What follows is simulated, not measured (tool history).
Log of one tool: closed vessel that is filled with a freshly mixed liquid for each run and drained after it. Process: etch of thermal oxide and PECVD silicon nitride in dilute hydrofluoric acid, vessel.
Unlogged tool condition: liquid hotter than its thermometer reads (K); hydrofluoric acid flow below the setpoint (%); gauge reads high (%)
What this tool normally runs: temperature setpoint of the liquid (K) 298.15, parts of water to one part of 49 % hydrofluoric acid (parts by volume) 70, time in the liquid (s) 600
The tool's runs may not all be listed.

run   hour  temperature setpoint of the liquid (K)  parts of water to one part of 49 % hydrofluoric acid (parts by volume)  time in the liquid (s)  wafers since the last listed run  hours since the thermometer was replaced  hours since the hydrofluoric acid flow meter was replaced  hours since the gauge calibration  read-back film thickness of the thermal oxide reference wafer, read on the same gauge (nm)  read-back film thickness of the PECVD silicon nitride reference wafer, read on the same gauge (nm)  thickness taken off the thermal oxide on a monitor wafer (Å)  thickness taken off the PECVD silicon nitride on a monitor wafer (Å)
  1      0                                  298.15                                                                      50                     600                                 0                                    2055.9                                                       11.5                                719                                                                                       40.01                                                                                              110.01                                                         623.7                                                                 811.7
  2   17.5                                  298.15                                                                      70                     600                               800                                    2073.4                                                         29                              736.5                                                                                       40.01                                                                                              109.99                                                         436.2                                                                 581.1
  3   49.2                                  298.15                                                                      70                     600                              1450                                    2105.1                                                       60.7                              768.2                                                                                       39.99                                                                                                 110                                                           436                                                                 583.8
  4   68.6                                  298.15                                                                      70                     600                               887                                    2124.5                                                       80.1                              787.6                                                                                          40                                                                                              109.95                                                         435.9                                                                 585.5
  5     97                                  296.15                                                                      70                     600                              1299                                    2152.9                                                      108.5                                816                                                                                          40                                                                                                 110                                                         399.3                                                                 511.1
  6  121.6                                  301.65                                                                      50                     600                              1125                                    2177.5                                                      133.1                              840.6                                                                                       39.98                                                                                                 110                                                         714.1                                                                1020.3
  7  157.1                                  298.15                                                                      95                     735                              1624                                      2213                                                      168.6                              876.1                                                                                       40.02                                                                                              109.97                                                         376.3                                                                 529.1
  8  189.3                                  295.15                                                                      95                     600                              1473                                    2245.2                                                      200.8                              908.3                                                                                          40                                                                                              110.02                                                         274.9                                                                 355.8
  9  212.9                                  302.65                                                                      70                     600                              1079                                    2268.8                                                      224.4                              931.9                                                                                       39.99                                                                                              110.02                                                         515.5                                                                 781.9
 10  237.4                                  301.65                                                                      70                     930                              1120                                    2293.3                                                      248.9                              956.4                                                                                       39.99                                                                                              109.99                                                         766.7                                                                1141.3
     256.8  -- gauge calibrated
 11  261.3                                  298.15                                                                      70                     600                              1093                                    2317.2                                                      272.8                                4.5                                                                                       39.99                                                                                              110.03                                                         432.4                                                                 587.5
 12  276.5                                  300.15                                                                      70                     600                               695                                    2332.4                                                        288                               19.7                                                                                       39.97                                                                                              109.99                                                         471.4                                                                 667.6
 13    291                                  301.15                                                                     105                     600                               663                                    2346.9                                                      302.5                               34.2                                                                                       40.01                                                                                              110.02                                                           308                                                                 473.5
     314.9  -- thermometer replaced
 14  321.9                                  301.15                                                                     105                     600                              1367                                         7                                                      333.4                               65.1                                                                                       39.97                                                                                              110.03                                                         290.6                                                                 428.9
 15  343.3                                  298.15                                                                      70                     795                               979                                      28.4                                                      354.8                               86.5                                                                                       40.01                                                                                                 110                                                         543.8                                                                   704
 16  365.4                                  298.15                                                                      90                     600                              1011                                      50.5                                                      376.9                              108.6                                                                                       40.01                                                                                              109.99                                                         308.2                                                                 413.5
 17  395.9                                  295.65                                                                      70                     600                              1395                                        81                                                      407.4                              139.1                                                                                          40                                                                                              110.02                                                         368.2                                                                 446.6
 18  426.3                                  295.15                                                                     105                     870                              1390                                     111.4                                                      437.8                              169.5                                                                                          40                                                                                              110.01                                                         333.5                                                                 423.9
 19  455.8                                  296.65                                                                     100                     810                              1349                                     140.9                                                      467.3                                199                                                                                          40                                                                                                 110                                                         346.9                                                                 453.9
 20  467.9                                  298.15                                                                      70                     600                               553                                       153                                                      479.4                              211.1                                                                                          40                                                                                              109.97                                                         405.2                                                                 530.5
 21  487.5                                  298.15                                                                      70                     600                               896                                     172.6                                                        499                              230.7                                                                                       40.01                                                                                              110.03                                                         403.1                                                                 533.2
 22  513.5                                  298.15                                                                      70                     805                              1189                                     198.6                                                        525                              256.7                                                                                       39.99                                                                                              109.97                                                         543.4                                                                 710.5
 23  528.5                                  301.15                                                                      50                     750                               686                                     213.6                                                        540                              271.7                                                                                       40.01                                                                                                 110                                                         823.4                                                                1117.9
 24    545                                  298.15                                                                      70                     600                               754                                     230.1                                                      556.5                              288.2                                                                                       40.01                                                                                                 110                                                         403.6                                                                 529.3

5 ways to go on from here, each from the tool as it stands after run 24. What would each give?
  A  545.8                                  294.65                                                                      70                     600                                36                                     230.9                                                      557.3                                289                                                                                           ?                                                                                                   ?                                                             ?                                                                     ?
  B  545.8                                  295.65                                                                      70                     740                                36                                     230.9                                                      557.3                                289                                                                                           ?                                                                                                   ?                                                             ?                                                                     ?
  C  545.8                                  298.15                                                                      45                     600                                36                                     230.9                                                      557.3                                289                                                                                           ?                                                                                                   ?                                                             ?                                                                     ?
  D  545.8                                  293.65                                                                     105                     475                                36                                     230.9                                                      557.3                                289                                                                                           ?                                                                                                   ?                                                             ?                                                                     ?
  E  545.8                                  300.65                                                                      50                     600                                36                                     230.9                                                      557.3                                289                                                                                           ?                                                                                                   ?                                                             ?                                                                     ?

run  read-back film thickness of the thermal oxide reference wafer, read on the same gauge (nm)  read-back film thickness of the PECVD silicon nitride reference wafer, read on the same gauge (nm)  thickness taken off the thermal oxide on a monitor wafer (Å)  thickness taken off the PECVD silicon nitride on a monitor wafer (Å)
  A                                                                                       39.98                                                                                              109.98                                                         351.6                                                                 418.3
  B                                                                                       39.98                                                                                              109.98                                                         451.8                                                                   552
  C                                                                                       39.98                                                                                              109.98                                                         652.6                                                                 816.5
  D                                                                                       39.98                                                                                              109.98                                                         170.8                                                                 208.1
  E                                                                                       39.98                                                                                              109.98                                                         645.1                                                                 868.8
Stripped of hidden state, with their random variation kept, the same runs would have yielded:
run  thickness taken off the thermal oxide on a monitor wafer (Å)  thickness taken off the PECVD silicon nitride on a monitor wafer (Å)
  A                                                         357.3                                                                 421.4
  B                                                         459.2                                                                 556.2
  C                                                           663                                                                 822.9
  D                                                         173.8                                                                 209.6
  E                                                         655.7                                                                   876
